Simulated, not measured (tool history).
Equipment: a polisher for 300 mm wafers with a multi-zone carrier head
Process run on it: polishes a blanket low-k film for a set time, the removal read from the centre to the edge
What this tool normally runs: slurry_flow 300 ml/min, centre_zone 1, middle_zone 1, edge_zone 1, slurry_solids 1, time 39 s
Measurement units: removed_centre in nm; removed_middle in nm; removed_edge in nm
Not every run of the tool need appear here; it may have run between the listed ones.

run   hour  slurry_flow  centre_zone  middle_zone  edge_zone  slurry_solids  time  incoming thickness of the incoming film, nm  removed_centre  removed_middle  removed_edge
  1      0          300            1            1          1              1    39                                        751.5            14.3            14.5            15
  2   12.9          300            1            1          1              1    39                                        756.7            14.1            14.4          15.1
      14.4  -- slurry nozzle cleaned
  3   36.4          300            1            1          1              1    39                                        763.2            14.9            15.3          15.6
      58.7  -- worn pad replaced by a new one
  4   63.1          300            1            1          1              1    39                                        757.1            14.6            14.7          15.5
  5   98.6          300            1            1          1              1    39                                        764.7            14.4            14.6          15.3
  6  123.3          300            1            1          1              1    39                                        750.3            14.4            14.5          15.1
     125.4  -- edge zone pressure recalibrated
     135.8  -- worn pad replaced by a new one, of another model than before
     138.8  -- carrier head's membrane replaced by a new one
  7  154.6          300            1            1          1              1    39                                          771            14.6            14.9          15.2
  8  172.5          300            1            1          1              1    39                                        764.5            14.5            14.4          15.1
  9  204.3          300            1            1          1              1    39                                          756            14.6            14.7          15.1
     209.3  -- worn pad replaced by a new one
     212.2  -- slurry nozzle cleaned
 10  230.3          300         1.08         0.97          1            1.2    35                                        762.5            16.3            14.9          15.9
 11  249.2          300            1            1          1              1    29                                        763.7            11.2              11          11.8
 12  268.2          300            1            1          1              1    39                                        765.3            14.9            15.2          15.5
     276.1  -- centre zone pressure recalibrated
     279.6  -- worn pad replaced by a new one
 13    283          300            1            1       1.06              1    39                                        766.7            14.9            15.1            16
 14  307.3          300            1            1       0.96            1.3    39                                        755.9            17.3            17.7          17.9

For run 15, what comes out?
 15   341          300            1         1.09          1              1    39                                          756               ?               ?             ?

{"run 15": {"removed_centre": 14.8, "removed_middle": 16, "removed_edge": 15.3}}
Minus the tool's unlogged condition, the same run would have read removed_centre 15.4 nm, removed_middle 16.5 nm, removed_edge 15.7 nm.
